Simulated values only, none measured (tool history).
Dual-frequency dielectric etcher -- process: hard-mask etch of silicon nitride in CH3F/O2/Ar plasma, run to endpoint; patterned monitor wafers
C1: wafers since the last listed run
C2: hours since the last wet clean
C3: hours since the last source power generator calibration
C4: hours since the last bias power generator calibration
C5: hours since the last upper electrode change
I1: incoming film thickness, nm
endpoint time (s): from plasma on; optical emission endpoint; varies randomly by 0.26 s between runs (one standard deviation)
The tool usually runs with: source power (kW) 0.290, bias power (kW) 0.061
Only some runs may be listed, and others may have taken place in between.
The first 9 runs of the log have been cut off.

{"run": 10, "hour": 218.8, "source power (kW)": 0.33, "bias power (kW)": 0.061, "C1": 412, "C2": 226.2, "C3": 4541.1, "C4": 1900.1, "C5": 3162.1, "I1": 28.59, "endpoint time (s)": 48.4}
{"run": 11, "hour": 234.4, "source power (kW)": 0.33, "bias power (kW)": 0.061, "C1": 232, "C2": 241.8, "C3": 4556.7, "C4": 1915.7, "C5": 3177.7, "I1": 28.88, "endpoint time (s)": 48.6}
{"run": 12, "hour": 263.7, "source power (kW)": 0.33, "bias power (kW)": 0.061, "C1": 436, "C2": 271.1, "C3": 4586.0, "C4": 1945.0, "C5": 3207.0, "I1": 28.7, "endpoint time (s)": 48.3}
{"run": 13, "hour": 352.4, "source power (kW)": 0.29, "bias power (kW)": 0.061, "C1": 1320, "C2": 359.8, "C3": 4674.7, "C4": 2033.7, "C5": 3295.7, "I1": 28.62, "endpoint time (s)": 49.2}
{"run": 14, "hour": 387.7, "source power (kW)": 0.29, "bias power (kW)": 0.061, "C1": 525, "C2": 395.1, "C3": 4710.0, "C4": 2069.0, "C5": 3331.0, "I1": 28.92, "endpoint time (s)": 49.3}
{"hour": 400.9, "done": "bias power generator calibrated"}
{"run": 15, "hour": 412.8, "source power (kW)": 0.29, "bias power (kW)": 0.061, "C1": 314, "C2": 420.2, "C3": 4735.1, "C4": 11.9, "C5": 3356.1, "I1": 28.77, "endpoint time (s)": 49.4}
{"run": 16, "hour": 425.4, "source power (kW)": 0.29, "bias power (kW)": 0.061, "C1": 187, "C2": 432.8, "C3": 4747.7, "C4": 24.5, "C5": 3368.7, "I1": 28.61, "endpoint time (s)": 48.8}
{"run": 17, "hour": 439.3, "source power (kW)": 0.34, "bias power (kW)": 0.053, "C1": 206, "C2": 446.7, "C3": 4761.6, "C4": 38.4, "C5": 3382.6, "I1": 28.58, "endpoint time (s)": 50.5}
{"hour": 481.8, "done": "wet clean of the chamber"}
{"run": 18, "hour": 482.3, "source power (kW)": 0.29, "bias power (kW)": 0.061, "C1": 282, "C2": 0.5, "C3": 4804.6, "C4": 81.4, "C5": 3425.6, "I1": 28.73, "endpoint time (s)": 50.5}
{"run": 19, "hour": 482.6, "source power (kW)": 0.27, "bias power (kW)": 0.061, "C1": 4, "C2": 0.8, "C3": 4804.9, "C4": 81.7, "C5": 3425.9, "I1": 28.51, "endpoint time (s)": 51.6}
{"run": 20, "hour": 497.6, "source power (kW)": 0.29, "bias power (kW)": 0.048, "C1": 223, "C2": 15.8, "C3": 4819.9, "C4": 96.7, "C5": 3440.9, "I1": 28.83, "endpoint time (s)": 57.7}
{"hour": 539.4, "done": "upper electrode replaced"}
{"run": 21, "hour": 539.9, "source power (kW)": 0.29, "bias power (kW)": 0.054, "C1": 272, "C2": 58.1, "C3": 4862.2, "C4": 139.0, "C5": 0.5, "I1": 28.69, "endpoint time (s)": 53.9}
{"run": 22, "hour": 553.3, "source power (kW)": 0.34, "bias power (kW)": 0.068, "C1": 199, "C2": 71.5, "C3": 4875.6, "C4": 152.4, "C5": 13.9, "I1": 28.63, "endpoint time (s)": 45.9}
{"run": 23, "hour": 584.5, "source power (kW)": 0.35, "bias power (kW)": 0.051, "C1": 464, "C2": 102.7, "C3": 4906.8, "C4": 183.6, "C5": 45.1, "I1": 28.53, "endpoint time (s)": 52.2}
{"run": 24, "hour": 615.1, "source power (kW)": 0.26, "bias power (kW)": 0.061, "C1": 455, "C2": 133.3, "C3": 4937.4, "C4": 214.2, "C5": 75.7, "I1": 28.8, "endpoint time (s)": 51.9}
{"run": 25, "hour": 644.0, "source power (kW)": 0.29, "bias power (kW)": 0.061, "C1": 430, "C2": 162.2, "C3": 4966.3, "C4": 243.1, "C5": 104.6, "I1": 28.59, "endpoint time (s)": 49.8}
{"hour": 649.3, "done": "source power generator calibrated"}
{"run": 26, "hour": 666.4, "source power (kW)": 0.34, "bias power (kW)": 0.049, "C1": 273, "C2": 184.6, "C3": 17.1, "C4": 265.5, "C5": 127.0, "I1": 28.36, "endpoint time (s)": 52.7}
{"run": 27, "hour": 701.3, "source power (kW)": 0.29, "bias power (kW)": 0.074, "C1": 519, "C2": 219.5, "C3": 52.0, "C4": 300.4, "C5": 161.9, "I1": 28.56, "endpoint time (s)": 45.1}
{"run": 28, "hour": 729.0, "source power (kW)": 0.33, "bias power (kW)": 0.075, "C1": 412, "C2": 247.2, "C3": 79.7, "C4": 328.1, "C5": 189.6, "I1": 28.84, "endpoint time (s)": 44.0}
{"run": 29, "hour": 758.0, "source power (kW)": 0.23, "bias power (kW)": 0.072, "C1": 431, "C2": 276.2, "C3": 108.7, "C4": 357.1, "C5": 218.6, "I1": 28.68, "endpoint time (s)": 48.7}
{"run": 30, "hour": 791.8, "source power (kW)": 0.29, "bias power (kW)": 0.061, "C1": 503, "C2": 310.0, "C3": 142.5, "C4": 390.9, "C5": 252.4, "I1": 29.0, "endpoint time (s)": 50.4}
{"run": 31, "hour": 820.2, "source power (kW)": 0.22, "bias power (kW)": 0.074, "C1": 422, "C2": 338.4, "C3": 170.9, "C4": 419.3, "C5": 280.8, "I1": 28.62, "endpoint time (s)": 47.7}
{"run": 32, "hour": 837.2, "source power (kW)": 0.25, "bias power (kW)": 0.061, "C1": 253, "C2": 355.4, "C3": 187.9, "C4": 436.3, "C5": 297.8, "I1": 28.72, "endpoint time (s)": 50.9}

The next listed run, before its measurement:
{"run": 33, "hour": 852.5, "source power (kW)": 0.29, "bias power (kW)": 0.061, "C1": 227, "C2": 370.7, "C3": 203.2, "C4": 451.6, "C5": 313.1, "I1": 28.51, "endpoint time (s)": "?"}

Run 33 came out at endpoint time (s) 49.3.
Minus the tool's unlogged condition, the same run would have read endpoint time (s) 51.1.

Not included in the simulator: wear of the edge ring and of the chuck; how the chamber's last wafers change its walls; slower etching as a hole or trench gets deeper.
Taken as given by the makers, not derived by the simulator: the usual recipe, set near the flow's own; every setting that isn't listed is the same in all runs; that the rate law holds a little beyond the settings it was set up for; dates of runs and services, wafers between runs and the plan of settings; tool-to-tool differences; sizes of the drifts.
